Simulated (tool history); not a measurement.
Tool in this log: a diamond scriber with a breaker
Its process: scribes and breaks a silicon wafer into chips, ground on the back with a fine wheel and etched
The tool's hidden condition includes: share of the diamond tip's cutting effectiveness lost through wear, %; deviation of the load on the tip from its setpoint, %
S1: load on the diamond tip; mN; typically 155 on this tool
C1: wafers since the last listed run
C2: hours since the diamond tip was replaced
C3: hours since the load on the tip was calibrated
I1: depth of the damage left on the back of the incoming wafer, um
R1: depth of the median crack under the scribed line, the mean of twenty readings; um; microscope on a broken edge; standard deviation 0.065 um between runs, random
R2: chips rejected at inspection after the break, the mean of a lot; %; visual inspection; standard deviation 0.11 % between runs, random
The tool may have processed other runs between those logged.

| run | hour | S1 | C1 | C2 | C3 | I1 | R1 | R2 |
|---|---|---|---|---|---|---|---|---|
| 1 | 0.0 | 135 | 0 | 111.1 | 1520.3 | 0.60 | 7.02 | 2.77 |
| 2 | 64.6 | 135 | 173 | 175.7 | 1584.9 | 0.33 | 6.82 | 3.34 |
|  | 148.3 | load on the tip recalibrated |
| 3 | 155.2 | 135 | 238 | 266.3 | 6.9 | 0.67 | 6.70 | 3.81 |
| 4 | 208.2 | 155 | 142 | 319.3 | 59.9 | 0.38 | 7.14 | 2.19 |
| 5 | 274.6 | 155 | 178 | 385.7 | 126.3 | 0.33 | 7.00 | 2.35 |
| 6 | 364.7 | 155 | 242 | 475.8 | 216.4 | 0.33 | 6.92 | 2.98 |
| 7 | 435.9 | 155 | 191 | 547.0 | 287.6 | 0.79 | 6.68 | 3.62 |
|  | 442.9 | diamond tip replaced by a new one |
| 8 | 521.0 | 123 | 223 | 78.1 | 372.7 | 0.39 | 6.73 | 4.64 |
| 9 | 574.6 | 189 | 144 | 131.7 | 426.3 | 0.48 | 8.21 | 1.99 |
| 10 | 631.0 | 189 | 151 | 188.1 | 482.7 | 0.64 | 8.04 | 2.00 |
| 11 | 695.3 | 181 | 173 | 252.4 | 547.0 | 0.60 | 7.90 | 1.33 |
| 12 | 744.1 | 178 | 131 | 301.2 | 595.8 | 0.68 | 7.65 | 1.38 |
| 13 | 810.8 | 178 | 179 | 367.9 | 662.5 | 0.63 | 7.58 | 1.68 |
| 14 | 859.2 | 178 | 130 | 416.3 | 710.9 | 0.38 | 7.53 | 1.40 |
| 15 | 960.1 | 155 | 271 | 517.2 | 811.8 | 0.54 | 6.77 | 3.67 |
|  | 979.6 | diamond tip replaced by a new one |
| 16 | 1033.6 | 130 | 192 | 54.0 | 885.3 | 0.69 | 6.92 | 2.74 |
| 17 | 1075.3 | 155 | 112 | 95.7 | 927.0 | 0.62 | 7.56 | 1.31 |
| 18 | 1116.1 | 133 | 109 | 136.5 | 967.8 | 0.45 | 6.78 | 3.17 |
| 19 | 1152.8 | 124 | 98 | 173.2 | 1004.5 | 0.66 | 6.65 | 4.82 |
| 20 | 1225.8 | 155 | 196 | 246.2 | 1077.5 | 0.77 | 7.20 | 1.62 |
| 21 | 1268.0 | 170 | 113 | 288.4 | 1119.7 | 0.70 | 7.55 | 1.49 |
| 22 | 1358.3 | 141 | 242 | 378.7 | 1210.0 | 0.43 | 6.71 | 3.67 |
| 23 | 1456.4 | 155 | 263 | 476.8 | 1308.1 | 0.63 | 6.81 | 2.93 |
| 24 | 1504.6 | 198 | 129 | 525.0 | 1356.3 | 0.35 | 7.78 | 1.53 |
|  | 1532.3 | diamond tip replaced by a new one |
| 25 | 1602.6 | 124 | 258 | 70.3 | 1454.3 | 0.41 | 6.72 | 3.86 |
|  | 1732.0 | load on the tip recalibrated |
| 26 | 1755.0 | 190 | 404 | 222.7 | 23.0 | 0.80 | 8.20 | 1.95 |
| 27 | 1809.7 | 171 | 147 | 277.4 | 77.7 | 0.58 | 7.64 | 1.43 |
|  | 2008.9 | diamond tip replaced by a new one |
| 28 | 2133.5 | 155 | 865 | 124.6 | 401.5 | 0.75 | 7.58 | 1.70 |
| 29 | 2226.9 | 198 | 251 | 218.0 | 494.9 | 0.77 | 8.34 | 2.39 |
| 30 | 2354.5 | 188 | 343 | 345.6 | 622.5 | 0.66 | 7.88 | 1.50 |
|  | 2427.7 | diamond tip replaced by a new one |
| 31 | 2436.6 | 111 | 215 | 8.9 | 704.6 | 0.38 | 6.39 | 5.08 |

Run-by-run hidden state of the tool:
deviation of the load on the tip from its setpoint, %: 0, the same for each run
H1: share of the diamond tip's cutting effectiveness lost through wear, %
| run | H1 |
|---|---|
| 1 | 4.1 |
| 2 | 6.01 |
| 3 | 8.7 |
| 4 | 10.3 |
| 5 | 12.2 |
| 6 | 14.9 |
| 7 | 17 |
| 8 | 4.09 |
| 9 | 5.68 |
| 10 | 7.35 |
| 11 | 9.26 |
| 12 | 10.7 |
| 13 | 12.7 |
| 14 | 14.1 |
| 15 | 17.1 |
| 16 | 2.44 |
| 17 | 3.68 |
| 18 | 4.89 |
| 19 | 5.97 |
| 20 | 8.14 |
| 21 | 9.39 |
| 22 | 12.1 |
| 23 | 15 |
| 24 | 16.4 |
| 25 | 3.07 |
| 26 | 7.59 |
| 27 | 9.21 |
| 28 | 5.03 |
| 29 | 7.8 |
| 30 | 11.6 |
| 31 | 1.15 |

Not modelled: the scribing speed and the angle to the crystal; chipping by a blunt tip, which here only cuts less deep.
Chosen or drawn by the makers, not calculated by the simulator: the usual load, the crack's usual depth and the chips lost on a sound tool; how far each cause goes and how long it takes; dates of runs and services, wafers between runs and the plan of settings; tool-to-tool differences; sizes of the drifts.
